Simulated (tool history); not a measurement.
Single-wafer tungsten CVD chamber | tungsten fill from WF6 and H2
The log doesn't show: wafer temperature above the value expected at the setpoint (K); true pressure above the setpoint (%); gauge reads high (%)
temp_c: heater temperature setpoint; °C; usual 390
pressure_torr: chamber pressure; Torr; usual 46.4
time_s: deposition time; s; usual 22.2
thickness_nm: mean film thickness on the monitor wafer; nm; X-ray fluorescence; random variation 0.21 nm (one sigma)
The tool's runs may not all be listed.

run    hour  temp_c  pressure_torr  time_s  wafers since the last listed run  hours since the last thermocouple change  hours since the last manometer calibration  hours since the showerhead was replaced  hours since the gauge calibration  read-back reference wafer on the same gauge, thickness_nm  thickness_nm
  1       0     390           46.4    22.2                                 0                                     790.4                                       817.3                                   2188.1                               64.6                                                      53.63        65.211
  2    47.5     390           46.4    22.2                               784                                     837.9                                       864.8                                   2235.6                              112.1                                                     53.406        64.495
  3    79.7     390           46.4    22.2                               531                                     870.1                                         897                                   2267.8                              144.3                                                     53.276        64.524
  4     136     390           46.4    22.2                               929                                     926.4                                       953.3                                   2324.1                              200.6                                                     53.089        63.845
  5   327.1     401           46.4    22.2                              3154                                    1117.5                                      1144.4                                   2515.2                              391.7                                                     52.658        77.333
  6   390.1     401           46.4    22.2                              1039                                    1180.5                                      1207.4                                   2578.2                              454.7                                                     52.649        77.152
  7   425.2     401           46.4    22.2                               579                                    1215.6                                      1242.5                                   2613.3                              489.8                                                     52.595        77.194
  8   488.2     390           46.4    22.2                              1039                                    1278.6                                      1305.5                                   2676.3                              552.8                                                     52.588        63.319
        526  -- gauge calibrated
      527.9  -- showerhead replaced
  9   528.4     390           46.4    22.2                               531                                    1318.8                                      1345.7                                      0.5                                2.4                                                     54.134         65.34
 10   562.5     390           46.4    22.2                               562                                    1352.9                                      1379.8                                     34.6                               36.5                                                      53.97        65.504
 11   622.5     390           46.4    22.2                               990                                    1412.9                                      1439.8                                     94.6                               96.5                                                     53.603        65.404
 12   692.3     390           46.4    22.2                              1152                                    1482.7                                      1509.6                                    164.4                              166.3                                                     53.337        64.747
 13   756.1     390           40.8    22.2                              1053                                    1546.5                                      1573.4                                    228.2                              230.1                                                     53.197        61.521
      771.1  -- thermocouple changed; heater temperature recalibrated
 14   823.7     378           54.6    23.8                               983                                      52.6                                        1641                                    295.8                              297.7                                                     53.056        58.622
 15   872.8     390           46.4    22.2                               810                                     101.7                                      1690.1                                    344.9                              346.8                                                     52.913        64.002
 16   915.9     390           46.4    22.2                               711                                     144.8                                      1733.2                                      388                              389.9                                                     52.888        63.801
 17     951     379           46.4    20.1                               579                                     179.9                                      1768.3                                    423.1                                425                                                     52.861        47.201
      989.9  -- capacitance manometer re-zeroed and calibrated
 18  1010.6     402             55    26.6                               851                                     239.5                                        20.7                                    482.7                              484.6                                                     52.846        100.03
 19  1058.4     390           46.4    22.2                               788                                     287.3                                        68.5                                    530.5                              532.4                                                      52.78        63.663
 20  1082.7     394           46.4    22.2                               401                                     311.6                                        92.8                                    554.8                              556.7                                                     52.738        68.209
 21  1117.3     399           46.4    22.2                               571                                     346.2                                       127.4                                    589.4                              591.3                                                     52.704        74.416
     1131.1  -- gauge calibrated
 22  1178.4     390           46.4    18.7                              1008                                     407.3                                       188.5                                    650.5                               47.3                                                     53.578        54.514
 23  1224.3     401           46.4    25.6                               757                                     453.2                                       234.4                                    696.4                               93.2                                                     53.306         90.41
 24  1249.6     375           51.6    24.8                               417                                     478.5                                       259.7                                    721.7                              118.5                                                     53.226        56.442
 25  1298.4     385           43.5    22.2                               805                                     527.3                                       308.5                                    770.5                              167.3                                                     53.052        57.167

Measured less the same run without the tool's hidden state. The same run-to-run variation is in both; the gauge's scatter may not be:
run  thickness_nm
  1        -0.613
  2        -0.876
  3        -1.031
  4        -1.242
  5        -2.057
  6        -2.156
  7        -2.203
  8        -1.862
  9        +0.049
 10        -0.211
 11        -0.587
 12        -0.912
 13        -1.083
 14        -1.197
 15        -1.409
 16        -1.477
 17         -1.13
 18        -2.504
 19        -1.638
 20        -1.775
 21        -1.965
 22        -0.554
 23        -1.314
 24        -0.938
 25        -1.146

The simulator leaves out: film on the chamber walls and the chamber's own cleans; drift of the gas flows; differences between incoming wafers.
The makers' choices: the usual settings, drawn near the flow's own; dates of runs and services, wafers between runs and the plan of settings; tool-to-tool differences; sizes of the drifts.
